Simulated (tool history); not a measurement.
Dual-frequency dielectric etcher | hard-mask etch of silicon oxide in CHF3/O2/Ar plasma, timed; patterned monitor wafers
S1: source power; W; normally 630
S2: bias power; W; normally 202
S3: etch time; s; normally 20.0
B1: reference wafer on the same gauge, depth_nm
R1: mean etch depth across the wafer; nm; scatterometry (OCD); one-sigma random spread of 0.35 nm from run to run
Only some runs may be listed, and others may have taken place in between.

run 1 hour=0.0 | S1=630 S2=202 S3=16.0 | B1=47.60 | R1=40.44
-- hour=31.8 bias power generator calibrated
run 2 hour=35.0 | S1=630 S2=202 S3=20.0 | B1=47.50 | R1=51.29
run 3 hour=78.4 | S1=630 S2=202 S3=20.0 | B1=47.45 | R1=49.98
run 4 hour=163.4 | S1=630 S2=202 S3=20.0 | B1=47.44 | R1=51.32
run 5 hour=183.0 | S1=630 S2=202 S3=20.0 | B1=47.38 | R1=50.71
-- hour=208.8 wet clean of the chamber
run 6 hour=209.3 | S1=630 S2=162 S3=20.0 | B1=47.29 | R1=46.72
-- hour=237.2 source power generator calibrated
run 7 hour=237.7 | S1=630 S2=202 S3=20.0 | B1=47.39 | R1=50.10
run 8 hour=258.1 | S1=630 S2=174 S3=20.0 | B1=47.39 | R1=47.95
run 9 hour=283.5 | S1=630 S2=158 S3=20.0 | B1=47.39 | R1=45.44
run 10 hour=304.1 | S1=740 S2=245 S3=14.5 | B1=47.32 | R1=42.02
run 11 hour=319.2 | S1=630 S2=240 S3=20.0 | B1=47.35 | R1=53.38
run 12 hour=345.1 | S1=490 S2=229 S3=20.0 | B1=47.25 | R1=47.02
run 13 hour=361.4 | S1=780 S2=219 S3=14.5 | B1=47.34 | R1=41.79
run 14 hour=392.2 | S1=500 S2=175 S3=20.0 | B1=47.28 | R1=42.55
-- hour=406.5 gauge calibrated
run 15 hour=411.8 | S1=630 S2=202 S3=20.0 | B1=49.37 | R1=52.78
run 16 hour=427.0 | S1=780 S2=169 S3=20.0 | B1=49.33 | R1=53.67
run 17 hour=455.4 | S1=630 S2=202 S3=15.5 | B1=49.10 | R1=40.91
run 18 hour=479.9 | S1=630 S2=202 S3=17.0 | B1=48.93 | R1=44.54
run 19 hour=509.7 | S1=630 S2=238 S3=24.0 | B1=48.79 | R1=66.60
run 20 hour=527.9 | S1=770 S2=202 S3=20.0 | B1=48.61 | R1=56.42
run 21 hour=547.8 | S1=630 S2=202 S3=20.0 | B1=48.64 | R1=52.16
run 22 hour=563.1 | S1=580 S2=173 S3=15.0 | B1=48.53 | R1=35.28
run 23 hour=587.0 | S1=630 S2=225 S3=14.5 | B1=48.47 | R1=38.75
run 24 hour=620.4 | S1=630 S2=168 S3=15.0 | B1=48.31 | R1=35.82
run 25 hour=653.7 | S1=630 S2=202 S3=20.0 | B1=48.35 | R1=52.17
run 26 hour=688.9 | S1=630 S2=202 S3=15.0 | B1=48.13 | R1=38.31
run 27 hour=711.0 | S1=730 S2=242 S3=15.0 | B1=48.13 | R1=43.73
run 28 hour=741.3 | S1=580 S2=160 S3=15.0 | B1=48.05 | R1=33.94
-- hour=774.9 wet clean of the chamber
run 29 hour=776.3 | S1=630 S2=182 S3=26.0 | B1=47.98 | R1=63.72

Consider 5 possible next runs. They are alternatives, not a sequence: every one starts from the tool as it was left by run 29. What does each give?
run A hour=776.7 | S1=630 S2=202 S3=24.5 | B1=? | R1=?
run B hour=776.7 | S1=500 S2=161 S3=20.0 | B1=? | R1=?
run C hour=776.7 | S1=470 S2=202 S3=20.0 | B1=? | R1=?
run D hour=776.7 | S1=630 S2=202 S3=23.0 | B1=? | R1=?
run E hour=776.7 | S1=630 S2=202 S3=25.0 | B1=? | R1=?

run=A B1=47.91 R1=62.18
run=B B1=47.91 R1=41.54
run=C B1=47.91 R1=44.10
run=D B1=47.91 R1=58.38
run=E B1=47.91 R1=63.45
Take away the tool's hidden state, keep each run's random variation, and the runs would have read:
run=A R1=63.90
run=B R1=42.68
run=C R1=45.32
run=D R1=59.99
run=E R1=65.20
